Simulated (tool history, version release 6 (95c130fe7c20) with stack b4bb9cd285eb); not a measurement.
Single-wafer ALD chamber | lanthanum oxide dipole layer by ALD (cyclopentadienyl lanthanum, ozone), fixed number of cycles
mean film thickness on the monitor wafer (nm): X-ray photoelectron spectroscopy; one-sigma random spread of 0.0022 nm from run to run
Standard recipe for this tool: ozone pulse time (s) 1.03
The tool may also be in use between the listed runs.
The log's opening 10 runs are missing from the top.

run    hour  ozone pulse time (s)  wafers since the last listed run  hours since the last thermocouple change  hours since the last ozone generator service  hours since the showerhead was replaced  hours since the gauge calibration  read-back reference wafer on the same gauge, thickness_nm  mean film thickness on the monitor wafer (nm)
 11    1323                  0.86                              1085                                       126                                         133.2                                   2327.8                             3693.5                                                      0.583                                          0.497
 12  1364.8                  1.03                               516                                     167.8                                           175                                   2369.6                             3735.3                                                      0.582                                          0.525
 13  1418.3                  1.03                               661                                     221.3                                         228.5                                   2423.1                             3788.8                                                      0.583                                          0.522
 14  1457.1                  1.03                               479                                     260.1                                         267.3                                   2461.9                             3827.6                                                      0.584                                          0.517
 15  1534.3                  1.03                               954                                     337.3                                         344.5                                   2539.1                             3904.8                                                      0.584                                          0.521
 16  1600.5                  0.74                               818                                     403.5                                         410.7                                   2605.3                               3971                                                      0.583                                          0.479
 17  1669.6                  1.03                               854                                     472.6                                         479.8                                   2674.4                             4040.1                                                      0.583                                          0.517
 18  1741.2                  0.92                               885                                     544.2                                         551.4                                     2746                             4111.7                                                      0.583                                          0.503
 19  1793.8                  1.44                               650                                     596.8                                           604                                   2798.6                             4164.3                                                      0.582                                          0.547
 20    1832                  1.03                               472                                       635                                         642.2                                   2836.8                             4202.5                                                      0.584                                          0.514
 21  1894.1                  1.03                               767                                     697.1                                         704.3                                   2898.9                             4264.6                                                      0.583                                           0.52
 22  1967.2                   1.4                               903                                     770.2                                         777.4                                     2972                             4337.7                                                      0.584                                          0.545
       2040  -- gauge calibrated
     2065.4  -- ozone generator serviced
 23  2119.1                  1.03                              1778                                     922.1                                          53.7                                   3123.9                               79.1                                                      0.583                                           0.52
 24    2167                   1.2                               592                                       970                                         101.6                                   3171.8                                127                                                      0.583                                          0.535
 25  2242.2                  1.41                               929                                    1045.2                                         176.8                                     3247                              202.2                                                      0.584                                          0.552

Run 26 comes next. What will it give?
     2292.8  -- showerhead replaced
 26  2296.9                  1.24                               577                                    1099.9                                         231.5                                      4.1                              256.9                                                          ?                                              ?

{"run 26": {"read-back reference wafer on the same gauge, thickness_nm": 0.583, "mean film thickness on the monitor wafer (nm)": 0.535}}
Without the tool's hidden state the same run would have given mean film thickness on the monitor wafer (nm) 0.54.
